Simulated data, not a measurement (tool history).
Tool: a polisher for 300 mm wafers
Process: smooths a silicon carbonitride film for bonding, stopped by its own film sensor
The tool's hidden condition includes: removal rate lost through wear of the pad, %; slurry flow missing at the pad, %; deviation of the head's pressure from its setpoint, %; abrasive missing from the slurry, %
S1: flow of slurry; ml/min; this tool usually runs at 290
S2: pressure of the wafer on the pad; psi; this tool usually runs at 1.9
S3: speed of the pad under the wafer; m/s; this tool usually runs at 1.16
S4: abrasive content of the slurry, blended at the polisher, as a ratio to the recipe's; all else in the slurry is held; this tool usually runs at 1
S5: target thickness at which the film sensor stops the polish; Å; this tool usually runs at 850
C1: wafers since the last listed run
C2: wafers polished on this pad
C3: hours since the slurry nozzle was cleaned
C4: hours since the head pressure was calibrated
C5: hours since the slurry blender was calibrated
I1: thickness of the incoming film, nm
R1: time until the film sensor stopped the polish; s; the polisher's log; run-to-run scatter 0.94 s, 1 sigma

run 1 hour=0 | S1=290 S2=1.9 S3=1.16 S4=1 S5=850 | C1=0 C2=315 C3=518.3 C4=697.5 C5=158.2 | I1=98.2 | R1=52.6
run 2 hour=7.5 | S1=290 S2=1.9 S3=1.16 S4=1.05 S5=850 | C1=128 C2=443 C3=525.8 C4=705 C5=165.7 | I1=101.3 | R1=64.9
run 3 hour=20.3 | S1=290 S2=1.9 S3=1.16 S4=1.05 S5=850 | C1=218 C2=662 C3=538.6 C4=717.8 C5=178.5 | I1=100.3 | R1=59.9
run 4 hour=34.4 | S1=290 S2=1.9 S3=1.16 S4=1.05 S5=850 | C1=240 C2=903 C3=552.7 C4=731.9 C5=192.6 | I1=101.8 | R1=66.5
run 5 hour=45.5 | S1=290 S2=1.9 S3=1.16 S4=1 S5=820 | C1=189 C2=1093 C3=563.8 C4=743 C5=203.7 | I1=100.6 | R1=74.6
run 6 hour=63 | S1=290 S2=1.9 S3=1.16 S4=1 S5=850 | C1=299 C2=1392 C3=581.3 C4=760.5 C5=221.2 | I1=99.6 | R1=58.5
run 7 hour=77.8 | S1=290 S2=1.9 S3=1.16 S4=1 S5=850 | C1=252 C2=1645 C3=596.1 C4=775.3 C5=236 | I1=99.1 | R1=57
-- hour=84.7 worn pad replaced by a new one
run 8 hour=93.3 | S1=290 S2=1.9 S3=1.16 S4=1 S5=850 | C1=196 C2=146 C3=611.6 C4=790.8 C5=251.5 | I1=100.6 | R1=63.7
run 9 hour=105.9 | S1=290 S2=1.9 S3=1.16 S4=1 S5=850 | C1=215 C2=362 C3=624.2 C4=803.4 C5=264.1 | I1=99.6 | R1=58.3
-- hour=108.9 slurry nozzle cleaned
run 10 hour=150.5 | S1=290 S2=1.9 S3=1.16 S4=1 S5=850 | C1=744 C2=1106 C3=41.6 C4=848 C5=308.7 | I1=100.6 | R1=63.5
run 11 hour=157.1 | S1=290 S2=1.9 S3=1.16 S4=1 S5=850 | C1=112 C2=1219 C3=48.2 C4=854.6 C5=315.3 | I1=99.8 | R1=59.8
run 12 hour=166.6 | S1=290 S2=1.9 S3=1.16 S4=1 S5=850 | C1=162 C2=1382 C3=57.7 C4=864.1 C5=324.8 | I1=99.1 | R1=57.9
-- hour=182.9 worn pad replaced by a new one
-- hour=199.1 slurry blender recalibrated
run 13 hour=199.6 | S1=250 S2=1.2 S3=1.3 S4=1 S5=850 | C1=461 C2=250 C3=90.7 C4=897.1 C5=0.5 | I1=99.8 | R1=87.6
run 14 hour=205.6 | S1=290 S2=1.5 S3=1.16 S4=1 S5=890 | C1=102 C2=353 C3=96.7 C4=903.1 C5=6.5 | I1=101.8 | R1=65.3
run 15 hour=241.4 | S1=215 S2=1.9 S3=0.98 S4=1.15 S5=900 | C1=611 C2=964 C3=132.5 C4=938.9 C5=42.3 | I1=98.2 | R1=37.3
run 16 hour=247.9 | S1=290 S2=1.9 S3=1.16 S4=1 S5=810 | C1=111 C2=1076 C3=139 C4=945.4 C5=48.8 | I1=97.8 | R1=67.1
run 17 hour=255.2 | S1=215 S2=1.9 S3=0.98 S4=1.15 S5=900 | C1=124 C2=1200 C3=146.3 C4=952.7 C5=56.1 | I1=99.8 | R1=43.3
run 18 hour=266.8 | S1=290 S2=1.9 S3=1.16 S4=1 S5=850 | C1=198 C2=1398 C3=157.9 C4=964.3 C5=67.7 | I1=98.4 | R1=54
-- hour=276.7 worn pad replaced by a new one
run 19 hour=282.6 | S1=290 S2=2.3 S3=1.16 S4=1.15 S5=850 | C1=201 C2=100 C3=173.7 C4=980.1 C5=83.5 | I1=100.9 | R1=49.6
run 20 hour=288.9 | S1=290 S2=1.9 S3=1.16 S4=1 S5=850 | C1=107 C2=207 C3=180 C4=986.4 C5=89.8 | I1=100.3 | R1=61.7
-- hour=302.6 head pressure recalibrated
run 21 hour=303.1 | S1=290 S2=1.9 S3=1.02 S4=1 S5=850 | C1=208 C2=416 C3=194.2 C4=0.5 C5=104 | I1=99.3 | R1=66.2
run 22 hour=318.1 | S1=290 S2=1.9 S3=1.06 S4=1 S5=880 | C1=256 C2=672 C3=209.2 C4=15.5 C5=119 | I1=101.2 | R1=56.5
run 23 hour=332.9 | S1=290 S2=1.9 S3=1.16 S4=1 S5=850 | C1=252 C2=925 C3=224 C4=30.3 C5=133.8 | I1=100.9 | R1=64
run 24 hour=343.1 | S1=290 S2=1.9 S3=1.34 S4=1 S5=850 | C1=174 C2=1099 C3=234.2 C4=40.5 C5=144 | I1=99.3 | R1=51.7
run 25 hour=358.9 | S1=265 S2=1.9 S3=1.46 S4=1 S5=820 | C1=269 C2=1369 C3=250 C4=56.3 C5=159.8 | I1=100.1 | R1=61.6
run 26 hour=372.7 | S1=340 S2=1.9 S3=0.78 S4=1 S5=850 | C1=235 C2=1605 C3=263.8 C4=70.1 C5=173.6 | I1=99.3 | R1=80.4
-- hour=384.7 worn pad replaced by a new one
run 27 hour=385.2 | S1=215 S2=1.9 S3=1.16 S4=1 S5=850 | C1=145 C2=9 C3=276.3 C4=82.6 C5=186.1 | I1=100.6 | R1=65.2
run 28 hour=400.1 | S1=255 S2=1.9 S3=1.16 S4=1 S5=850 | C1=254 C2=263 C3=291.2 C4=97.5 C5=201 | I1=99.1 | R1=59.1
run 29 hour=408.4 | S1=385 S2=2.2 S3=1.16 S4=1 S5=850 | C1=141 C2=405 C3=299.5 C4=105.8 C5=209.3 | I1=100.3 | R1=51.9
run 30 hour=421.4 | S1=290 S2=1.9 S3=1.16 S4=1 S5=850 | C1=222 C2=627 C3=312.5 C4=118.8 C5=222.3 | I1=99.8 | R1=60.7

Predict each of these 4 candidate next runs independently; none follows another, all start after run 30:
run A hour=421.8 | S1=290 S2=1.9 S3=1.32 S4=1 S5=850 | C1=6 C2=634 C3=312.9 C4=119.2 C5=222.7 | I1=99.8 | R1=?
run B hour=421.8 | S1=290 S2=1.9 S3=1.16 S4=1 S5=830 | C1=6 C2=634 C3=312.9 C4=119.2 C5=222.7 | I1=99.8 | R1=?
run C hour=421.8 | S1=290 S2=1.2 S3=1.16 S4=1 S5=850 | C1=6 C2=634 C3=312.9 C4=119.2 C5=222.7 | I1=99.8 | R1=?
run D hour=421.8 | S1=290 S2=2.6 S3=1.16 S4=1 S5=810 | C1=6 C2=634 C3=312.9 C4=119.2 C5=222.7 | I1=99.8 | R1=?

run=A R1=54.5
run=B R1=68.6
run=C R1=95.7
run=D R1=56.1
Stripped of hidden state, with their random variation kept, the same runs would have yielded:
run=A R1=54.5
run=B R1=68.6
run=C R1=95.7
run=D R1=56.1
